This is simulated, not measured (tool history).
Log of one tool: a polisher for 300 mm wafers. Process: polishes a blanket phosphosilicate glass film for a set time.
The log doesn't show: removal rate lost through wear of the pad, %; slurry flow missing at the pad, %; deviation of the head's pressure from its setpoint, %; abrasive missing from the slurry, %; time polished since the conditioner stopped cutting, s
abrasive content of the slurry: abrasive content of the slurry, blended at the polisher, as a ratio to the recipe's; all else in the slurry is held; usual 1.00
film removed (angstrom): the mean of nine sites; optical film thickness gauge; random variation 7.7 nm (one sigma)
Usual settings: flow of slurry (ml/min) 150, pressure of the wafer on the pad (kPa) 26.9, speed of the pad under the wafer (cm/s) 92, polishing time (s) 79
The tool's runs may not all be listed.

run	hour	flow of slurry (ml/min)	pressure of the wafer on the pad (kPa)	speed of the pad under the wafer (cm/s)	abrasive content of the slurry	polishing time (s)	wafers since the last listed run	wafers polished on this pad	hours since the slurry nozzle was cleaned	hours since the head pressure was calibrated	hours since the slurry blender was calibrated	hours since the conditioning disc was replaced	incoming thickness of the incoming film, nm	film removed (angstrom)
1	0.0	150	26.9	92	1.00	79	0	1884	483.7	555.2	126.1	65.6	4093.7	8512
# hour 26.4: worn pad replaced by a new one
2	28.1	150	26.9	92	1.00	79	266	18	511.8	583.3	154.2	93.7	4086.4	8697
3	46.8	150	26.9	92	1.00	79	206	224	530.5	602.0	172.9	112.4	4072.4	8705
4	60.2	105	26.9	92	1.00	87	148	372	543.9	615.4	186.3	125.8	4101.2	8792
5	87.4	150	26.9	92	1.00	79	300	673	571.1	642.6	213.5	153.0	4207.6	8447
# hour 89.8: slurry blender recalibrated
6	108.2	150	19.3	74	1.15	58	207	881	591.9	663.4	18.4	173.8	4142.3	4209
7	143.5	105	26.9	92	1.00	87	389	1270	627.2	698.7	53.7	209.1	4169.9	8657
8	158.3	150	26.9	92	1.00	79	163	1434	642.0	713.5	68.5	223.9	4158.8	8636
9	193.9	130	26.9	108	1.00	79	393	1827	677.6	749.1	104.1	259.5	4135.0	9219
10	219.3	150	31.7	74	1.30	52	280	2108	703.0	774.5	129.5	284.9	4164.8	6696
# hour 244.2: worn pad replaced by a new one
11	244.7	180	26.9	92	1.00	79	236	5	728.4	799.9	154.9	310.3	4188.4	8946
12	277.8	180	26.9	92	0.70	96	365	371	761.5	833.0	188.0	343.4	4186.7	9000
13	297.5	150	26.9	92	1.00	79	217	588	781.2	852.7	207.7	363.1	4095.4	8583
# hour 310.5: head pressure recalibrated
# hour 315.2: conditioning disc replaced and pad reconditioned
14	328.7	110	26.9	110	1.00	79	300	889	812.4	18.2	238.9	13.5	4182.1	9009
# hour 332.1: slurry blender recalibrated
15	360.5	115	26.9	92	1.00	79	329	1218	844.2	50.0	28.4	45.3	4100.3	8217
# hour 377.5: slurry nozzle cleaned
16	395.8	150	26.9	92	1.00	79	378	1597	18.3	85.3	63.7	80.6	4185.7	8590
17	414.7	195	20.7	92	0.80	54	208	1806	37.2	104.2	82.6	99.5	4177.5	4200
18	449.5	150	26.9	92	1.00	99	384	2190	72.0	139.0	117.4	134.3	4099.0	10623
19	476.7	150	26.9	92	1.00	96	300	2491	99.2	166.2	144.6	161.5	4139.2	10488
# hour 486.1: worn pad replaced by a new one
20	492.4	150	26.9	92	1.00	79	129	69	114.9	181.9	160.3	177.2	4135.7	8622
21	523.9	150	26.9	92	1.00	79	347	417	146.4	213.4	191.8	208.7	4124.8	8693
# hour 548.3: slurry blender recalibrated
22	549.3	115	36.5	66	1.25	79	258	676	171.8	238.8	1.0	234.1	4102.0	10085
23	571.5	110	21.4	92	1.00	79	245	921	194.0	261.0	23.2	256.3	4160.9	6403

Forecast run 24:
24	604.1	190	35.2	92	1.00	68	360	1281	226.6	293.6	55.8	288.9	4155.7	?

Run 24 gave film removed (angstrom) 10163.
Without the tool's hidden state the same run would have given film removed (angstrom) 10163.
